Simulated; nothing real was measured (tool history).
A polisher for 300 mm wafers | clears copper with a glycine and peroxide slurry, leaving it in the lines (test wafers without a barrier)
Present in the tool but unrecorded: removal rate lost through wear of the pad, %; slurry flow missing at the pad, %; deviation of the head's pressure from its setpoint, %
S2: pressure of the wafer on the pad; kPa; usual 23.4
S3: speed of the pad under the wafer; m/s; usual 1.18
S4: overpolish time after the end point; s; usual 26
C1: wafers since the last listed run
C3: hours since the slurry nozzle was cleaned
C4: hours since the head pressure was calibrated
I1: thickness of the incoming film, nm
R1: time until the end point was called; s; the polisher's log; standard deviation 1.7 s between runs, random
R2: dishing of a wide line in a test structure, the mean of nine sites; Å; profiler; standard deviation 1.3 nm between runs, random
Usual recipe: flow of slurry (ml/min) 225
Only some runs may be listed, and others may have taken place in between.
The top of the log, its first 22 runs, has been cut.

At hour 1240.8: slurry nozzle cleaned.
Run 23, hour 1241.3: usual settings but S3 0.80 m/s, S4 13 s; C1 178; wafers polished on this pad 2866; C3 0.5; C4 343.9; I1 685.8. Result: R1 141.3 s, R2 338 Å.
At hour 1245.5: worn pad replaced by a new one.
Run 24, hour 1307.2: usual settings; C1 442; wafers polished on this pad 441; C3 66.4; C4 409.8; I1 693.1. Result: R1 106.6 s, R2 553 Å.
Run 25, hour 1347.9: usual settings but flow of slurry (ml/min) 260, S2 20.0 kPa, S4 33 s; C1 291; wafers polished on this pad 732; C3 107.1; C4 450.5; I1 690.6. Result: R1 116.4 s, R2 576 Å.
Run 26, hour 1523.2: usual settings but flow of slurry (ml/min) 295, S3 1.04 m/s, S4 41 s; C1 1253; wafers polished on this pad 1986; C3 282.4; C4 625.8; I1 689.7. Result: R1 116.0 s, R2 592 Å.
Run 27, hour 1555.2: usual settings but flow of slurry (ml/min) 290, S3 0.82 m/s; C1 228; wafers polished on this pad 2215; C3 314.4; C4 657.8; I1 694.6. Result: R1 137.5 s, R2 519 Å.
Run 28, hour 1624.0: usual settings but flow of slurry (ml/min) 170, S4 32 s; C1 492; wafers polished on this pad 2707; C3 383.2; C4 726.6; I1 685.7. Result: R1 116.2 s, R2 554 Å.
At hour 1655.3: worn pad replaced by a new one.
Run 29, hour 1669.9: usual settings but flow of slurry (ml/min) 180, S2 17.9 kPa, S4 40 s; C1 299; wafers polished on this pad 104; C3 429.1; C4 772.5; I1 698.2. Result: R1 126.1 s, R2 587 Å.
At hour 1716.3: slurry nozzle cleaned.
Run 30, hour 1717.5: usual settings but flow of slurry (ml/min) 255, S2 29.6 kPa, S3 0.94 m/s, S4 31 s; C1 333; wafers polished on this pad 437; C3 1.2; C4 820.1; I1 687.3. Result: R1 108.8 s, R2 592 Å.
Run 31, hour 1754.1: usual settings but S2 25.5 kPa; C1 261; wafers polished on this pad 699; C3 37.8; C4 856.7; I1 692.1. Result: R1 103.7 s, R2 573 Å.
Run 32, hour 1781.3: usual settings; C1 194; wafers polished on this pad 894; C3 65.0; C4 883.9; I1 698.3. Result: R1 112.4 s, R2 544 Å.
Run 33, hour 1805.9: usual settings; C1 175; wafers polished on this pad 1070; C3 89.6; C4 908.5; I1 689.2. Result: R1 110.2 s, R2 524 Å.
Run 34, hour 1871.1: usual settings but flow of slurry (ml/min) 160, S2 15.9 kPa; C1 466; wafers polished on this pad 1536; C3 154.8; C4 973.7; I1 682.0. Result: R1 144.4 s, R2 481 Å.

What if the next run were any one of these 4? Each begins from the tool's condition after run 34:
Run A, hour 1871.6: usual settings but flow of slurry (ml/min) 180; C1 3; wafers polished on this pad 1539; C3 155.3; C4 974.2; I1 695.9. Result: R1 ?, R2 ?.
Run B, hour 1871.6: usual settings but flow of slurry (ml/min) 275, S2 29.6 kPa, S3 1.58 m/s; C1 3; wafers polished on this pad 1539; C3 155.3; C4 974.2; I1 695.9. Result: R1 ?, R2 ?.
Run C, hour 1871.6: usual settings but S2 25.5 kPa, S3 0.84 m/s, S4 38 s; C1 3; wafers polished on this pad 1539; C3 155.3; C4 974.2; I1 695.9. Result: R1 ?, R2 ?.
Run D, hour 1871.6: usual settings but flow of slurry (ml/min) 150, S3 1.02 m/s, S4 14 s; C1 3; wafers polished on this pad 1539; C3 155.3; C4 974.2; I1 695.9. Result: R1 ?, R2 ?.

run     R1   R2
  A  115.5  549
  B   76.5  600
  C  132.4  600
  D  130.2  391
The same runs, with their run-to-run variation unchanged, on a tool lacking any hidden condition would have given:
run     R1   R2
  A  109.1  559
  B   72.3  605
  C  125.1  608
  D  123.1  404
